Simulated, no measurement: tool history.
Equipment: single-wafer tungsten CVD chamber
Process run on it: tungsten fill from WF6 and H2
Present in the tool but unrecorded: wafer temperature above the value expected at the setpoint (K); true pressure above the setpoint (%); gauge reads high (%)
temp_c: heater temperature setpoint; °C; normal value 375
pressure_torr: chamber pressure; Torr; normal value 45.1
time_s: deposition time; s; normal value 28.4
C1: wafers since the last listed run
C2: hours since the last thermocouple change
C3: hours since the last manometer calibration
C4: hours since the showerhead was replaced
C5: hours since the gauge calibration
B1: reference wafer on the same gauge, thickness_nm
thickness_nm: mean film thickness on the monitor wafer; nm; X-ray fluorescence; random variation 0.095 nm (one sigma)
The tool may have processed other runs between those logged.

Run 1, hour 0.0: usual settings; C1 0; C2 2371.4; C3 3050.3; C4 6699.9; C5 103.0; B1 52.903. Result: thickness_nm 69.616 nm.
Run 2, hour 8.9: usual settings; C1 162; C2 2380.3; C3 3059.2; C4 6708.8; C5 111.9; B1 52.909. Result: thickness_nm 69.646 nm.
Run 3, hour 22.6: usual settings; C1 249; C2 2394.0; C3 3072.9; C4 6722.5; C5 125.6; B1 52.904. Result: thickness_nm 69.699 nm.
Run 4, hour 39.1: usual settings but pressure_torr 47.9 Torr; C1 300; C2 2410.5; C3 3089.4; C4 6739.0; C5 142.1; B1 52.899. Result: thickness_nm 71.262 nm.
Run 5, hour 49.7: usual settings; C1 192; C2 2421.1; C3 3100.0; C4 6749.6; C5 152.7; B1 52.890. Result: thickness_nm 69.853 nm.
Run 6, hour 56.1: usual settings but pressure_torr 42.8 Torr; C1 116; C2 2427.5; C3 3106.4; C4 6756.0; C5 159.1; B1 52.909. Result: thickness_nm 68.371 nm.
Run 7, hour 67.7: usual settings but pressure_torr 42.8 Torr; C1 211; C2 2439.1; C3 3118.0; C4 6767.6; C5 170.7; B1 52.899. Result: thickness_nm 68.377 nm.
Run 8, hour 78.2: usual settings but time_s 32.7 s; C1 191; C2 2449.6; C3 3128.5; C4 6778.1; C5 181.2; B1 52.896. Result: thickness_nm 80.774 nm.
Run 9, hour 92.6: usual settings; C1 262; C2 2464.0; C3 3142.9; C4 6792.5; C5 195.6; B1 52.892. Result: thickness_nm 70.210 nm.
Run 10, hour 99.0: usual settings; C1 116; C2 2470.4; C3 3149.3; C4 6798.9; C5 202.0; B1 52.897. Result: thickness_nm 69.953 nm.
Run 11, hour 106.7: usual settings but pressure_torr 42.8 Torr; C1 140; C2 2478.1; C3 3157.0; C4 6806.6; C5 209.7; B1 52.892. Result: thickness_nm 68.702 nm.
Run 12, hour 116.2: usual settings but temp_c 383 °C, pressure_torr 34.2 Torr, time_s 31.6 s; C1 172; C2 2487.6; C3 3166.5; C4 6816.1; C5 219.2; B1 52.892. Result: thickness_nm 80.554 nm.
At hour 135.0: showerhead replaced.
Run 13, hour 135.5: usual settings; C1 205; C2 2506.9; C3 3185.8; C4 0.5; C5 238.5; B1 52.913. Result: thickness_nm 70.381 nm.
Run 14, hour 142.2: usual settings but temp_c 380 °C, pressure_torr 55.7 Torr, time_s 26.7 s; C1 121; C2 2513.6; C3 3192.5; C4 7.2; C5 245.2; B1 52.896. Result: thickness_nm 78.794 nm.
At hour 146.2: gauge calibrated.
At hour 172.1: capacitance manometer re-zeroed and calibrated.
At hour 178.3: thermocouple changed; heater temperature recalibrated.
Run 15, hour 178.8: usual settings but temp_c 385 °C, pressure_torr 51.4 Torr, time_s 24.7 s; C1 407; C2 0.5; C3 6.7; C4 43.8; C5 32.6; B1 52.908. Result: thickness_nm 69.903 nm.
Run 16, hour 183.8: usual settings but pressure_torr 48.8 Torr, time_s 32.2 s; C1 91; C2 5.5; C3 11.7; C4 48.8; C5 37.6; B1 52.893. Result: thickness_nm 74.807 nm.
Run 17, hour 198.1: usual settings but temp_c 366 °C, time_s 24.6 s; C1 260; C2 19.8; C3 26.0; C4 63.1; C5 51.9; B1 52.898. Result: thickness_nm 46.829 nm.
Run 18, hour 226.9: usual settings; C1 524; C2 48.6; C3 54.8; C4 91.9; C5 80.7; B1 52.892. Result: thickness_nm 63.890 nm.
Run 19, hour 242.0: usual settings but temp_c 390 °C, pressure_torr 52.3 Torr, time_s 31.4 s; C1 274; C2 63.7; C3 69.9; C4 107.0; C5 95.8; B1 52.900. Result: thickness_nm 97.915 nm.
Run 20, hour 256.2: usual settings but pressure_torr 37.8 Torr, time_s 24.4 s; C1 258; C2 77.9; C3 84.1; C4 121.2; C5 110.0; B1 52.912. Result: thickness_nm 50.990 nm.

Below, some changes in thickness_nm between adjacent runs. For each, the amount present without the hidden state too (settings, incoming material, random variation) and the amount remaining for the hidden state with gauge scatter not shared by both compared results:
Run 7 -> 8: pressure_torr 42.8 -> 45.1, time_s 28.4 -> 32.7. thickness_nm +12.397 nm: hidden state +1.179, all else +11.218.
Run 14 -> 15: temp_c 380 -> 385, pressure_torr 55.7 -> 51.4, time_s 26.7 -> 24.7, gauge calibrated, capacitance manometer re-zeroed and calibrated, thermocouple changed; heater temperature recalibrated. thickness_nm -8.891 nm: hidden state -7.089, all else -1.802.
Run 18 -> 19: temp_c 375 -> 390, pressure_torr 45.1 -> 52.3, time_s 28.4 -> 31.4. thickness_nm +34.025 nm: hidden state +0.120, all else +33.905.
Run 19 -> 20: temp_c 390 -> 375, pressure_torr 52.3 -> 37.8, time_s 31.4 -> 24.4. thickness_nm -46.925 nm: hidden state -0.169, all else -46.756.
